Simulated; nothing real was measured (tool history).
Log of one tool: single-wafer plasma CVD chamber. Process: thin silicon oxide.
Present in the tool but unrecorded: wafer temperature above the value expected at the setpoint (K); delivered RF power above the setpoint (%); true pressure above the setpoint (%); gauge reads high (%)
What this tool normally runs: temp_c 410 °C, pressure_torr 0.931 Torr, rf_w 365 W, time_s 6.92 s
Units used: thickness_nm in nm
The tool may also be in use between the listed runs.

run,hour,temp_c,pressure_torr,rf_w,time_s,wafers since the last listed run,hours since the last thermocouple change,hours since the last RF generator calibration,hours since the last manometer calibration,hours since the showerhead was replaced,hours since the gauge calibration,"read-back reference wafer on the same gauge, thickness_nm",thickness_nm
1,0.0,410,0.931,365,6.92,0,1563.8,334.8,874.4,278.4,292.0,13.905,14.181
2,46.7,410,0.931,365,6.92,1759,1610.5,381.5,921.1,325.1,338.7,13.902,14.086
3,82.8,410,0.931,365,6.92,1360,1646.6,417.6,957.2,361.2,374.8,13.874,14.249
# hour 121.1: thermocouple changed; heater temperature recalibrated
4,128.9,410,0.825,365,6.57,1435,7.8,463.7,1003.3,407.3,420.9,13.906,11.812
5,206.3,410,0.825,365,6.57,2916,85.2,541.1,1080.7,484.7,498.3,13.894,11.853
6,290.2,410,0.825,365,6.57,3160,169.1,625.0,1164.6,568.6,582.2,13.899,11.836
7,346.5,415,0.843,340,8.28,2121,225.4,681.3,1220.9,624.9,638.5,13.902,14.656
8,392.4,402,0.931,365,6.92,1729,271.3,727.2,1266.8,670.8,684.4,13.887,14.131
9,486.3,410,0.931,365,6.92,3537,365.2,821.1,1360.7,764.7,778.3,13.891,14.002
# hour 505.2: capacitance manometer re-zeroed and calibrated
10,533.2,410,0.931,415,6.07,1465,412.1,868.0,28.0,811.6,825.2,13.915,13.802
11,588.6,419,0.931,365,7.92,2087,467.5,923.4,83.4,867.0,880.6,13.906,16.893
12,669.1,398,0.931,365,6.92,3032,548.0,1003.9,163.9,947.5,961.1,13.905,14.717
13,711.3,410,0.780,330,5.76,1589,590.2,1046.1,206.1,989.7,1003.3,13.886,9.918
14,803.3,410,1.104,385,6.01,3466,682.2,1138.1,298.1,1081.7,1095.3,13.899,15.067
# hour 864.9: RF generator calibrated
15,896.4,425,0.931,365,6.92,3206,775.3,31.5,391.2,1174.8,1188.4,13.927,14.340
16,958.2,410,0.931,365,6.92,2328,837.1,93.3,453.0,1236.6,1250.2,13.889,14.613
17,1044.9,410,1.047,365,6.14,3266,923.8,180.0,539.7,1323.3,1336.9,13.911,14.197
18,1086.4,410,0.931,390,6.92,1563,965.3,221.5,581.2,1364.8,1378.4,13.888,14.894
19,1147.8,403,0.736,365,7.68,2313,1026.7,282.9,642.6,1426.2,1439.8,13.896,12.650
20,1236.2,410,0.931,365,6.92,3330,1115.1,371.3,731.0,1514.6,1528.2,13.902,14.505
21,1327.6,403,1.014,400,7.89,3443,1206.5,462.7,822.4,1606.0,1619.6,13.911,18.603
22,1412.7,410,0.931,365,5.96,3206,1291.6,547.8,907.5,1691.1,1704.7,13.909,12.286
# hour 1478.5: thermocouple changed; heater temperature recalibrated
23,1491.9,410,0.931,395,6.92,2682,13.4,627.0,986.7,1770.3,1783.9,13.906,14.654
24,1555.5,410,0.931,365,6.92,2396,77.0,690.6,1050.3,1833.9,1847.5,13.904,14.280
25,1597.3,424,0.797,365,6.92,1574,118.8,732.4,1092.1,1875.7,1889.3,13.908,12.030
26,1635.1,410,0.931,325,6.92,1424,156.6,770.2,1129.9,1913.5,1927.1,13.908,13.417
27,1682.9,410,0.931,395,5.67,1800,204.4,818.0,1177.7,1961.3,1974.9,13.909,12.086

Exercise: give the hidden state of the tool at every run:
wafer temperature above the value expected at the setpoint (K): 0 in every run
delivered RF power above the setpoint (%): 0 in every run
gauge reads high (%): 0 in every run
H1: true pressure above the setpoint (%)
run,H1
1,-4.09
2,-4.32
3,-4.5
4,-4.72
5,-5.11
6,-5.52
7,-5.8
8,-6.02
9,-6.49
10,0.831
11,0.558
12,0.161
13,-0.047
14,-0.501
15,-0.959
16,-1.26
17,-1.69
18,-1.9
19,-2.2
20,-2.63
21,-3.09
22,-3.5
23,-3.89
24,-4.21
25,-4.41
26,-4.6
27,-4.84
